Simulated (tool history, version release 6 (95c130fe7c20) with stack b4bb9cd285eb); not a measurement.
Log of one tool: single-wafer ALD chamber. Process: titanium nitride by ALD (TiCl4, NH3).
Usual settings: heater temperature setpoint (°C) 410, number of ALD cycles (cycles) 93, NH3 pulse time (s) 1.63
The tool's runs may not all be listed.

run	day	heater temperature setpoint (°C)	number of ALD cycles (cycles)	NH3 pulse time (s)	read-back reference wafer on the same gauge, thickness_nm	mean film thickness on the monitor wafer (angstrom)
1	0.000	410	93	1.63	2.462	22.10
2	0.525	410	93	1.63	2.460	22.08
3	1.958	410	93	1.63	2.460	22.06
4	2.688	410	93	1.63	2.459	22.14
5	3.346	410	99	1.87	2.459	23.53
6	3.908	422	93	1.63	2.461	22.21
7	7.125	410	93	1.63	2.458	22.02
# day 7.788: showerhead replaced
8	8.442	410	93	1.63	2.460	22.02
9	9.279	410	93	1.47	2.460	21.82
# day 10.575: gauge calibrated
10	10.712	410	93	1.47	2.459	21.92
# day 11.792: thermocouple changed; heater temperature recalibrated
11	11.812	404	93	1.63	2.457	22.08
12	12.992	405	106	1.27	2.463	24.64
13	14.150	424	93	1.00	2.461	21.33
14	15.429	421	93	0.98	2.460	21.25
15	16.133	410	93	1.63	2.462	21.93
16	17.308	419	93	1.21	2.459	21.63
17	18.617	410	109	1.95	2.460	26.14
18	19.238	410	93	1.63	2.462	22.18
19	20.567	410	84	1.63	2.457	20.00
20	21.146	410	77	1.80	2.459	18.38
21	22.258	410	98	1.63	2.461	23.21

Consider 3 possible next runs. They are alternatives, not a sequence: every one starts from the tool as it was left by run 21. What does each give?
A	22.283	410	103	1.63	?	?
B	22.283	402	93	1.94	?	?
C	22.283	418	93	1.63	?	?

run	read-back reference wafer on the same gauge, thickness_nm	mean film thickness on the monitor wafer (angstrom)
A	2.459	24.46
B	2.459	22.24
C	2.459	22.16
Stripped of hidden state, with their random variation kept, the same runs would have yielded:
run	mean film thickness on the monitor wafer (angstrom)
A	24.46
B	22.24
C	22.16
